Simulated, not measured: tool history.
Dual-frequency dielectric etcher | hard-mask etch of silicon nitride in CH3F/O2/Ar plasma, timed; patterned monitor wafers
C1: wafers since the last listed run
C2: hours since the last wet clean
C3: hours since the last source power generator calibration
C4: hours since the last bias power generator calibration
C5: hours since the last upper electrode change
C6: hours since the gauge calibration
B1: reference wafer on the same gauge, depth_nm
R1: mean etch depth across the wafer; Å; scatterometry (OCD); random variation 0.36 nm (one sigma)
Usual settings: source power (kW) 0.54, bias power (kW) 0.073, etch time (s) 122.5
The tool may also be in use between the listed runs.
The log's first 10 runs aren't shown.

{"run": 11, "hour": 126.0, "source power (kW)": 0.65, "bias power (kW)": 0.089, "etch time (s)": 122.5, "C1": 2, "C2": 97.5, "C3": 3738.6, "C4": 100.3, "C5": 0.8, "C6": 445.6, "B1": 84, "R1": 1140}
{"run": 12, "hour": 128.6, "source power (kW)": 0.54, "bias power (kW)": 0.082, "etch time (s)": 110.5, "C1": 19, "C2": 100.1, "C3": 3741.2, "C4": 102.9, "C5": 3.4, "C6": 448.2, "B1": 83.9, "R1": 954}
{"run": 13, "hour": 135.6, "source power (kW)": 0.54, "bias power (kW)": 0.073, "etch time (s)": 122.5, "C1": 52, "C2": 107.1, "C3": 3748.2, "C4": 109.9, "C5": 10.4, "C6": 455.2, "B1": 84, "R1": 1033}
{"run": 14, "hour": 143.9, "source power (kW)": 0.54, "bias power (kW)": 0.073, "etch time (s)": 102, "C1": 62, "C2": 115.4, "C3": 3756.5, "C4": 118.2, "C5": 18.7, "C6": 463.5, "B1": 83.9, "R1": 857}
{"run": 15, "hour": 160.6, "source power (kW)": 0.54, "bias power (kW)": 0.073, "etch time (s)": 122.5, "C1": 125, "C2": 132.1, "C3": 3773.2, "C4": 134.9, "C5": 35.4, "C6": 480.2, "B1": 84, "R1": 1034}
{"run": 16, "hour": 169.0, "source power (kW)": 0.54, "bias power (kW)": 0.073, "etch time (s)": 122.5, "C1": 63, "C2": 140.5, "C3": 3781.6, "C4": 143.3, "C5": 43.8, "C6": 488.6, "B1": 84, "R1": 1036}
{"run": 17, "hour": 176.3, "source power (kW)": 0.45, "bias power (kW)": 0.084, "etch time (s)": 145, "C1": 54, "C2": 147.8, "C3": 3788.9, "C4": 150.6, "C5": 51.1, "C6": 495.9, "B1": 84, "R1": 1200}
{"hour": 180.7, "done": "gauge calibrated"}
{"run": 18, "hour": 186.1, "source power (kW)": 0.43, "bias power (kW)": 0.089, "etch time (s)": 150.5, "C1": 73, "C2": 157.6, "C3": 3798.7, "C4": 160.4, "C5": 60.9, "C6": 5.4, "B1": 84, "R1": 1249}
{"run": 19, "hour": 199.6, "source power (kW)": 0.54, "bias power (kW)": 0.073, "etch time (s)": 122.5, "C1": 101, "C2": 171.1, "C3": 3812.2, "C4": 173.9, "C5": 74.4, "C6": 18.9, "B1": 83.9, "R1": 1031}
{"hour": 208.2, "done": "source power generator calibrated"}
{"run": 20, "hour": 208.7, "source power (kW)": 0.54, "bias power (kW)": 0.073, "etch time (s)": 122.5, "C1": 38, "C2": 180.2, "C3": 0.5, "C4": 183, "C5": 83.5, "C6": 28, "B1": 84, "R1": 1036}
{"run": 21, "hour": 222.8, "source power (kW)": 0.65, "bias power (kW)": 0.089, "etch time (s)": 97, "C1": 105, "C2": 194.3, "C3": 14.6, "C4": 197.1, "C5": 97.6, "C6": 42.1, "B1": 84, "R1": 906}
{"run": 22, "hour": 231.2, "source power (kW)": 0.46, "bias power (kW)": 0.055, "etch time (s)": 111, "C1": 63, "C2": 202.7, "C3": 23, "C4": 205.5, "C5": 106, "C6": 50.5, "B1": 84, "R1": 851}
{"run": 23, "hour": 244.7, "source power (kW)": 0.65, "bias power (kW)": 0.066, "etch time (s)": 122.5, "C1": 101, "C2": 216.2, "C3": 36.5, "C4": 219, "C5": 119.5, "C6": 64, "B1": 84, "R1": 1074}
{"run": 24, "hour": 261.4, "source power (kW)": 0.43, "bias power (kW)": 0.088, "etch time (s)": 154, "C1": 125, "C2": 232.9, "C3": 53.2, "C4": 235.7, "C5": 136.2, "C6": 80.7, "B1": 84.1, "R1": 1286}
{"run": 25, "hour": 268.3, "source power (kW)": 0.54, "bias power (kW)": 0.087, "etch time (s)": 145, "C1": 51, "C2": 239.8, "C3": 60.1, "C4": 242.6, "C5": 143.1, "C6": 87.6, "B1": 84.1, "R1": 1275}
{"run": 26, "hour": 284.7, "source power (kW)": 0.59, "bias power (kW)": 0.064, "etch time (s)": 151, "C1": 123, "C2": 256.2, "C3": 76.5, "C4": 259, "C5": 159.5, "C6": 104, "B1": 84, "R1": 1284}
{"run": 27, "hour": 297.4, "source power (kW)": 0.65, "bias power (kW)": 0.078, "etch time (s)": 156, "C1": 95, "C2": 268.9, "C3": 89.2, "C4": 271.7, "C5": 172.2, "C6": 116.7, "B1": 84, "R1": 1425}
{"run": 28, "hour": 303.7, "source power (kW)": 0.54, "bias power (kW)": 0.079, "etch time (s)": 86, "C1": 47, "C2": 275.2, "C3": 95.5, "C4": 278, "C5": 178.5, "C6": 123, "B1": 84, "R1": 748}
{"run": 29, "hour": 315.1, "source power (kW)": 0.46, "bias power (kW)": 0.079, "etch time (s)": 122.5, "C1": 85, "C2": 286.6, "C3": 106.9, "C4": 289.4, "C5": 189.9, "C6": 134.4, "B1": 84, "R1": 1018}
{"run": 30, "hour": 322.2, "source power (kW)": 0.54, "bias power (kW)": 0.087, "etch time (s)": 122.5, "C1": 53, "C2": 293.7, "C3": 114, "C4": 296.5, "C5": 197, "C6": 141.5, "B1": 84, "R1": 1087}

4 ways to go on from here, each from the tool as it stands after run 30. What would each give?
{"run": "A", "hour": 322.7, "source power (kW)": 0.49, "bias power (kW)": 0.073, "etch time (s)": 122.5, "C1": 3, "C2": 294.2, "C3": 114.5, "C4": 297, "C5": 197.5, "C6": 142, "B1": "?", "R1": "?"}
{"run": "B", "hour": 322.7, "source power (kW)": 0.42, "bias power (kW)": 0.073, "etch time (s)": 96.5, "C1": 3, "C2": 294.2, "C3": 114.5, "C4": 297, "C5": 197.5, "C6": 142, "B1": "?", "R1": "?"}
{"run": "C", "hour": 322.7, "source power (kW)": 0.42, "bias power (kW)": 0.073, "etch time (s)": 122.5, "C1": 3, "C2": 294.2, "C3": 114.5, "C4": 297, "C5": 197.5, "C6": 142, "B1": "?", "R1": "?"}
{"run": "D", "hour": 322.7, "source power (kW)": 0.54, "bias power (kW)": 0.073, "etch time (s)": 86.5, "C1": 3, "C2": 294.2, "C3": 114.5, "C4": 297, "C5": 197.5, "C6": 142, "B1": "?", "R1": "?"}

run=A B1=84 R1=1019
run=B B1=84 R1=770
run=C B1=84 R1=977
run=D B1=84 R1=739
Without the tool's hidden state the same runs would have given:
run=A R1=996
run=B R1=753
run=C R1=956
run=D R1=723
